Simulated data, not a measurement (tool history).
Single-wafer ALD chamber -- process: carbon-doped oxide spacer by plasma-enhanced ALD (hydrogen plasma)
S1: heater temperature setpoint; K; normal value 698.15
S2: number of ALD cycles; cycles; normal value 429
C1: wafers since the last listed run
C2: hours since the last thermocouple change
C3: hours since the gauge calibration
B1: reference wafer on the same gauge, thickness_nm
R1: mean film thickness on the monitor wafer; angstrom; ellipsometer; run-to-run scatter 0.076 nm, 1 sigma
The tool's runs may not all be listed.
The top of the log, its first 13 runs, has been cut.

run,day,S1,S2,C1,C2,C3,B1,R1
14,36.117,706.15,429,73,2266.4,2410.9,18.606,179.31
# day 45.021: thermocouple changed; heater temperature recalibrated
15,49.488,698.15,429,345,107.2,2731.8,18.579,182.29
16,51.804,698.15,429,61,162.8,2787.4,18.586,183.35
17,55.825,698.15,429,106,259.3,2883.9,18.593,182.62
18,57.329,698.15,429,39,295.4,2920.0,18.607,181.42
19,59.158,698.15,429,48,339.3,2963.9,18.586,181.13
20,61.788,707.15,410,69,402.4,3027.0,18.585,168.10
21,63.758,690.15,460,52,449.7,3074.3,18.624,200.40
22,65.888,713.15,398,56,500.8,3125.4,18.571,160.24
# day 77.317: gauge calibrated
23,78.725,698.15,429,340,808.9,33.8,18.607,183.86
24,81.092,698.15,429,62,865.7,90.6,18.584,181.99
25,85.438,698.15,429,115,970.0,194.9,18.598,183.34
26,88.033,707.15,410,68,1032.3,257.2,18.602,170.00
27,90.296,698.15,369,60,1086.6,311.5,18.585,158.13
28,94.271,694.15,347,105,1182.0,406.9,18.607,151.08
29,96.321,706.15,399,54,1231.2,456.1,18.595,166.02
30,99.850,688.15,509,93,1315.9,540.8,18.587,226.41
31,101.575,711.15,429,45,1357.3,582.2,18.583,175.31
32,103.167,693.15,429,42,1395.5,620.4,18.609,188.62
33,106.912,698.15,479,99,1485.4,710.3,18.582,205.36

Run 34 is up next; what results do you expect?
34,108.658,698.15,429,46,1527.3,752.2,?,?

Run 34 produced B1 18.597, R1 185.13 angstrom.
If the tool had no hidden condition, the same run with the same run-to-run variation would have returned R1 181.76 angstrom.
